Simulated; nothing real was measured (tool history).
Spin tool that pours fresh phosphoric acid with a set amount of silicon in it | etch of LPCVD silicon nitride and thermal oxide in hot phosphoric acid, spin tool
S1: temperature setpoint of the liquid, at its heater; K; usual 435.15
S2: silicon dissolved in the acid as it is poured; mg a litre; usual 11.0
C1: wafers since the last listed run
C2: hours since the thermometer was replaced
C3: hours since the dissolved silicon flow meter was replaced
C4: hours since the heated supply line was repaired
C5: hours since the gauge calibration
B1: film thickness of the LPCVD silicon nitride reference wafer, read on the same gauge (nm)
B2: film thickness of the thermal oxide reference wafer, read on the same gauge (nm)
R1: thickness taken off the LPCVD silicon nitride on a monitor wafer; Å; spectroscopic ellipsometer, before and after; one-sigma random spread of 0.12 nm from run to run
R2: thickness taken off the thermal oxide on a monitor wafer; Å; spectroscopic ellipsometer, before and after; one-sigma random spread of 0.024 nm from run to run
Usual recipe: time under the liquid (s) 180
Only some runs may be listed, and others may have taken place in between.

Run 1, hour 0.0: usual settings but time under the liquid (s) 255; C1 0; C2 946.5; C3 1253.1; C4 590.0; C5 685.0; B1 110.00; B2 40.000. Result: R1 215.1 Å, R2 6.24 Å.
Run 2, hour 94.2: usual settings; C1 752; C2 1040.7; C3 1347.3; C4 684.2; C5 779.2; B1 110.01; B2 40.005. Result: R1 151.0 Å, R2 4.12 Å.
Run 3, hour 140.0: usual settings; C1 366; C2 1086.5; C3 1393.1; C4 730.0; C5 825.0; B1 110.01; B2 39.993. Result: R1 150.9 Å, R2 4.37 Å.
Run 4, hour 218.5: usual settings but time under the liquid (s) 235; C1 627; C2 1165.0; C3 1471.6; C4 808.5; C5 903.5; B1 109.99; B2 40.040. Result: R1 195.3 Å, R2 5.44 Å.
Run 5, hour 304.2: usual settings; C1 685; C2 1250.7; C3 1557.3; C4 894.2; C5 989.2; B1 110.02; B2 39.999. Result: R1 151.6 Å, R2 4.35 Å.
Run 6, hour 394.5: usual settings; C1 721; C2 1341.0; C3 1647.6; C4 984.5; C5 1079.5; B1 110.01; B2 40.015. Result: R1 150.8 Å, R2 4.05 Å.
At hour 545.6: gauge calibrated.
Run 7, hour 703.4: usual settings; C1 2469; C2 1649.9; C3 1956.5; C4 1293.4; C5 157.8; B1 110.00; B2 39.984. Result: R1 149.0 Å, R2 4.01 Å.
Run 8, hour 789.5: usual settings; C1 688; C2 1736.0; C3 2042.6; C4 1379.5; C5 243.9; B1 109.99; B2 39.992. Result: R1 149.2 Å, R2 3.99 Å.
Run 9, hour 879.2: usual settings but S2 16.0 mg a litre, time under the liquid (s) 250; C1 716; C2 1825.7; C3 2132.3; C4 1469.2; C5 333.6; B1 110.01; B2 40.004. Result: R1 207.8 Å, R2 5.42 Å.
Run 10, hour 967.8: usual settings but S2 17.0 mg a litre, time under the liquid (s) 220; C1 708; C2 1914.3; C3 2220.9; C4 1557.8; C5 422.2; B1 110.01; B2 40.021. Result: R1 184.0 Å, R2 4.00 Å.
Run 11, hour 1015.0: usual settings but S1 432.65 K, S2 6.5 mg a litre; C1 377; C2 1961.5; C3 2268.1; C4 1605.0; C5 469.4; B1 110.00; B2 39.964. Result: R1 136.1 Å, R2 3.78 Å.
At hour 1108.1: thermometer replaced.
Run 12, hour 1121.5: usual settings; C1 843; C2 13.4; C3 2374.6; C4 1711.5; C5 575.9; B1 110.00; B2 40.018. Result: R1 156.8 Å, R2 4.26 Å.
At hour 1159.3: heated supply line repaired.
Run 13, hour 1173.7: usual settings; C1 409; C2 65.6; C3 2426.8; C4 14.4; C5 628.1; B1 109.98; B2 40.026. Result: R1 153.7 Å, R2 4.31 Å.
At hour 1183.0: dissolved silicon flow meter replaced.
Run 14, hour 1244.7: usual settings but S1 432.65 K, S2 17.0 mg a litre, time under the liquid (s) 85; C1 559; C2 136.6; C3 61.7; C4 85.4; C5 699.1; B1 110.00; B2 40.000. Result: R1 68.3 Å, R2 1.48 Å.
Run 15, hour 1349.2: usual settings but S2 4.0 mg a litre, time under the liquid (s) 125; C1 835; C2 241.1; C3 166.2; C4 189.9; C5 803.6; B1 110.01; B2 40.003. Result: R1 108.0 Å, R2 3.56 Å.
Run 16, hour 1433.4: usual settings; C1 673; C2 325.3; C3 250.4; C4 274.1; C5 887.8; B1 109.99; B2 40.003. Result: R1 154.8 Å, R2 4.82 Å.
Run 17, hour 1482.8: usual settings; C1 394; C2 374.7; C3 299.8; C4 323.5; C5 937.2; B1 110.01; B2 39.992. Result: R1 155.1 Å, R2 4.41 Å.
Run 18, hour 1577.3: usual settings but S1 433.15 K, S2 15.0 mg a litre, time under the liquid (s) 220; C1 755; C2 469.2; C3 394.3; C4 418.0; C5 1031.7; B1 110.01; B2 39.990. Result: R1 175.0 Å, R2 4.01 Å.
Run 19, hour 1677.8: usual settings but S2 17.0 mg a litre, time under the liquid (s) 85; C1 803; C2 569.7; C3 494.8; C4 518.5; C5 1132.2; B1 110.01; B2 40.009. Result: R1 72.2 Å, R2 1.84 Å.
At hour 1743.7: gauge calibrated.
Run 20, hour 1781.0: usual settings; C1 824; C2 672.9; C3 598.0; C4 621.7; C5 37.3; B1 109.99; B2 40.017. Result: R1 152.4 Å, R2 4.53 Å.

The next listed run, before its measurement:
Run 21, hour 1829.6: usual settings but S1 437.65 K, time under the liquid (s) 285; C1 388; C2 721.5; C3 646.6; C4 670.3; C5 85.9; B1 ?; B2 ?. Result: R1 ?, R2 ?.

B1: 110.00
B2: 40.010
R1: 262.8 Å
R2: 7.93 Å
The same run, on a tool lacking any hidden state, would have yielded R1 267.5 Å, R2 8.25 Å.
